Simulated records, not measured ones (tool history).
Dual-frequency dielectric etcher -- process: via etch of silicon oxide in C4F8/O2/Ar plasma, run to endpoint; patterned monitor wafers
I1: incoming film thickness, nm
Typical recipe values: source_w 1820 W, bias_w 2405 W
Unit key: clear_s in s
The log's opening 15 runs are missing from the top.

run 16 hour=746.5 | source_w=1820 bias_w=2405 | I1=1793.5 | clear_s=302.0
run 17 hour=809.8 | source_w=1700 bias_w=2759 | I1=1793.8 | clear_s=299.8
run 18 hour=841.8 | source_w=1970 bias_w=2945 | I1=1808.9 | clear_s=277.6
-- hour=896.9 wet clean of the chamber
run 19 hour=897.4 | source_w=1820 bias_w=2405 | I1=1812.1 | clear_s=308.7
run 20 hour=931.1 | source_w=2090 bias_w=1964 | I1=1802.7 | clear_s=307.4
run 21 hour=983.9 | source_w=1820 bias_w=2755 | I1=1822.9 | clear_s=301.1
run 22 hour=1049.0 | source_w=1500 bias_w=2673 | I1=1821.3 | clear_s=327.6
run 23 hour=1111.9 | source_w=1590 bias_w=1974 | I1=1804.7 | clear_s=336.6
run 24 hour=1178.8 | source_w=1820 bias_w=2405 | I1=1796.4 | clear_s=301.0
-- hour=1210.5 upper electrode replaced
run 25 hour=1235.8 | source_w=2260 bias_w=2700 | I1=1809.1 | clear_s=267.2
run 26 hour=1260.4 | source_w=1590 bias_w=2815 | I1=1806.2 | clear_s=311.1
run 27 hour=1316.7 | source_w=1700 bias_w=2619 | I1=1795.5 | clear_s=303.1
run 28 hour=1373.3 | source_w=2010 bias_w=1860 | I1=1824.2 | clear_s=307.0
-- hour=1403.5 wet clean of the chamber
run 29 hour=1441.2 | source_w=1820 bias_w=2405 | I1=1818.5 | clear_s=309.8
run 30 hour=1501.0 | source_w=1590 bias_w=2405 | I1=1810.0 | clear_s=323.0
run 31 hour=1534.9 | source_w=1820 bias_w=2241 | I1=1824.4 | clear_s=312.6
run 32 hour=1605.6 | source_w=1820 bias_w=2405 | I1=1806.8 | clear_s=305.9
run 33 hour=1663.7 | source_w=1820 bias_w=2405 | I1=1822.6 | clear_s=307.5

Forecast run 34:
run 34 hour=1716.1 | source_w=1820 bias_w=2405 | I1=1806.8 | clear_s=?

clear_s: 303.2 s
The same run, on a tool lacking any hidden state, would have yielded clear_s 308.8 s.
